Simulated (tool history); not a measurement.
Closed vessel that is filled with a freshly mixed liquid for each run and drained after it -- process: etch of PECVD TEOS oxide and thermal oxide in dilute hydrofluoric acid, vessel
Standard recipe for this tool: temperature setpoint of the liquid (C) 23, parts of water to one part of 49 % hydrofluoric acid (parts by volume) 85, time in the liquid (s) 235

run,hour,temperature setpoint of the liquid (C),parts of water to one part of 49 % hydrofluoric acid (parts by volume),time in the liquid (s),"read-back film thickness of the PECVD TEOS oxide reference wafer, read on the same gauge (nm)","read-back film thickness of the thermal oxide reference wafer, read on the same gauge (nm)",thickness taken off the PECVD TEOS oxide on a monitor wafer (angstrom),thickness taken off the thermal oxide on a monitor wafer (angstrom)
1,0,23,110,235,98.38,59.06,169.4,88.8
2,52.9,23,85,235,98.16,58.91,224.3,118.1
3,103,23,85,235,97.94,58.75,225.9,119.5
4,156,23,85,315,97.76,58.66,303.7,158.5
5,229.2,23,85,315,97.45,58.48,303.1,156.7
# hour 240: gauge calibrated
6,278.5,23,85,315,99.36,59.62,307.1,159.4
7,329.2,23,85,235,99.19,59.51,229.6,119.3
8,407,23,85,235,98.86,59.29,227,117.6
# hour 666.7: thermometer replaced
9,670.4,20.5,45,340,97.75,58.63,586,307
# hour 719.9: hydrofluoric acid flow meter replaced
10,723.8,27,105,335,97.56,58.54,297.4,156.8
11,823.9,23,85,335,97.19,58.34,320.6,167.8
12,921.5,23,85,235,96.79,58.05,220,118.6
13,1017,23,85,120,96.38,57.8,114.3,60.5
# hour 1022.6: gauge calibrated
14,1078.1,27.5,85,110,99.45,59.64,129.6,67.1
15,1153.3,23,85,235,99.14,59.51,233.5,121.5
16,1232.7,23,50,130,98.83,59.3,222.6,118.7
17,1283.7,27.5,55,170,98.59,59.18,318,167

Each row is a separate what-if for the run after 17, all from the same tool condition, not one after another. Results?
A,1284.4,23,85,235,?,?,?,?
B,1284.4,18.5,85,195,?,?,?,?
C,1284.4,21.5,120,180,?,?,?,?
D,1284.4,27,70,235,?,?,?,?

run,"read-back film thickness of the PECVD TEOS oxide reference wafer, read on the same gauge (nm)","read-back film thickness of the thermal oxide reference wafer, read on the same gauge (nm)",thickness taken off the PECVD TEOS oxide on a monitor wafer (angstrom),thickness taken off the thermal oxide on a monitor wafer (angstrom)
A,98.59,59.14,227.2,119.2
B,98.59,59.14,156.6,82.2
C,98.59,59.14,111.4,58.5
D,98.59,59.14,330.1,173.2
Without the tool's hidden state the same runs would have given:
run,thickness taken off the PECVD TEOS oxide on a monitor wafer (angstrom),thickness taken off the thermal oxide on a monitor wafer (angstrom)
A,230.5,120.9
B,158.9,83.4
C,113,59.3
D,334.8,175.7
